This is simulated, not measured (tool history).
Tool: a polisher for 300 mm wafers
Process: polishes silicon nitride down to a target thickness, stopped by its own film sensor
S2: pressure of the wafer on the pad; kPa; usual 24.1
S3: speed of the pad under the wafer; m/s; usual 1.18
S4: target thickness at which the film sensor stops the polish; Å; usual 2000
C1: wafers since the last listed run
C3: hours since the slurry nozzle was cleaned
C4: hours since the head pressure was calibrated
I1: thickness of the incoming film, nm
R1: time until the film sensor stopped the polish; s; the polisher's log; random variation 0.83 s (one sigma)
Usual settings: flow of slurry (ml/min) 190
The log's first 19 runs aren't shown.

run 20 hour=1117.2 | flow_of_slurry_(ml/min)=190 S2=24.1 S3=1.18 S4=1550 | C1=465 wafers_polished_on_this_pad=771 C3=434.3 C4=838.6 | I1=386.2 | R1=86.3
-- hour=1121.5 slurry nozzle cleaned
run 21 hour=1186.1 | flow_of_slurry_(ml/min)=190 S2=24.1 S3=1.5 S4=2000 | C1=761 wafers_polished_on_this_pad=1533 C3=64.6 C4=907.5 | I1=388.3 | R1=61
run 22 hour=1240.1 | flow_of_slurry_(ml/min)=190 S2=24.1 S3=0.98 S4=2000 | C1=605 wafers_polished_on_this_pad=2139 C3=118.6 C4=961.5 | I1=391.3 | R1=80.7
run 23 hour=1283.6 | flow_of_slurry_(ml/min)=240 S2=24.1 S3=1.18 S4=2000 | C1=488 wafers_polished_on_this_pad=2627 C3=162.1 C4=1005 | I1=383 | R1=66.9
run 24 hour=1345.9 | flow_of_slurry_(ml/min)=190 S2=24.1 S3=1.54 S4=2000 | C1=699 wafers_polished_on_this_pad=3327 C3=224.4 C4=1067.3 | I1=393.1 | R1=62.3
run 25 hour=1383.3 | flow_of_slurry_(ml/min)=210 S2=31 S3=1.38 S4=2000 | C1=419 wafers_polished_on_this_pad=3746 C3=261.8 C4=1104.7 | I1=391.3 | R1=54
run 26 hour=1446.4 | flow_of_slurry_(ml/min)=125 S2=24.1 S3=1.42 S4=1730 | C1=708 wafers_polished_on_this_pad=4454 C3=324.9 C4=1167.8 | I1=383.1 | R1=75.4
run 27 hour=1496.8 | flow_of_slurry_(ml/min)=190 S2=29 S3=0.86 S4=2320 | C1=565 wafers_polished_on_this_pad=5020 C3=375.3 C4=1218.2 | I1=391.5 | R1=62.6
-- hour=1514.9 head pressure recalibrated
-- hour=1542 worn pad replaced by a new one
-- hour=1547.2 slurry nozzle cleaned
run 28 hour=1553 | flow_of_slurry_(ml/min)=225 S2=24.1 S3=1.4 S4=2000 | C1=552 wafers_polished_on_this_pad=111 C3=5.8 C4=38.1 | I1=387.1 | R1=67.8
run 29 hour=1596.8 | flow_of_slurry_(ml/min)=190 S2=24.1 S3=1.4 S4=2000 | C1=491 wafers_polished_on_this_pad=603 C3=49.6 C4=81.9 | I1=387.8 | R1=69
run 30 hour=1652.5 | flow_of_slurry_(ml/min)=190 S2=24.1 S3=1.18 S4=1550 | C1=625 wafers_polished_on_this_pad=1228 C3=105.3 C4=137.6 | I1=391.1 | R1=96.1
run 31 hour=1695.2 | flow_of_slurry_(ml/min)=160 S2=29.6 S3=1.58 S4=2330 | C1=479 wafers_polished_on_this_pad=1707 C3=148 C4=180.3 | I1=390.8 | R1=47.2
run 32 hour=1734 | flow_of_slurry_(ml/min)=150 S2=24.1 S3=1.18 S4=1770 | C1=435 wafers_polished_on_this_pad=2142 C3=186.8 C4=219.1 | I1=391.2 | R1=90.2
run 33 hour=1777.6 | flow_of_slurry_(ml/min)=190 S2=24.1 S3=1.18 S4=2000 | C1=489 wafers_polished_on_this_pad=2632 C3=230.4 C4=262.7 | I1=383.6 | R1=74.7
run 34 hour=1802.8 | flow_of_slurry_(ml/min)=190 S2=24.1 S3=1.18 S4=2000 | C1=282 wafers_polished_on_this_pad=2914 C3=255.6 C4=287.9 | I1=387.5 | R1=76.1
run 35 hour=1853.8 | flow_of_slurry_(ml/min)=190 S2=24.1 S3=1.18 S4=2000 | C1=572 wafers_polished_on_this_pad=3487 C3=306.6 C4=338.9 | I1=395.7 | R1=79.2
run 36 hour=1910.6 | flow_of_slurry_(ml/min)=250 S2=29.6 S3=1.18 S4=2000 | C1=637 wafers_polished_on_this_pad=4124 C3=363.4 C4=395.7 | I1=394.6 | R1=66.4
run 37 hour=1947.7 | flow_of_slurry_(ml/min)=190 S2=24.1 S3=0.8 S4=2440 | C1=416 wafers_polished_on_this_pad=4541 C3=400.5 C4=432.8 | I1=392.4 | R1=74.8
run 38 hour=2014.6 | flow_of_slurry_(ml/min)=125 S2=17.9 S3=1.18 S4=2000 | C1=750 wafers_polished_on_this_pad=5291 C3=467.4 C4=499.7 | I1=389.6 | R1=101.4

3 ways to go on from here, each from the tool as it stands after run 38. What would each give?
run A hour=2015 | flow_of_slurry_(ml/min)=190 S2=24.1 S3=1.18 S4=2000 | C1=4 wafers_polished_on_this_pad=5296 C3=467.8 C4=500.1 | I1=390.9 | R1=?
run B hour=2015 | flow_of_slurry_(ml/min)=190 S2=29.6 S3=1.18 S4=1360 | C1=4 wafers_polished_on_this_pad=5296 C3=467.8 C4=500.1 | I1=390.9 | R1=?
run C hour=2015 | flow_of_slurry_(ml/min)=140 S2=29 S3=1.18 S4=2000 | C1=4 wafers_polished_on_this_pad=5296 C3=467.8 C4=500.1 | I1=390.9 | R1=?

run=A R1=78.7
run=B R1=90.1
run=C R1=71.5
Without the tool's hidden state the same runs would have given:
run=A R1=76.2
run=B R1=87.2
run=C R1=69.2
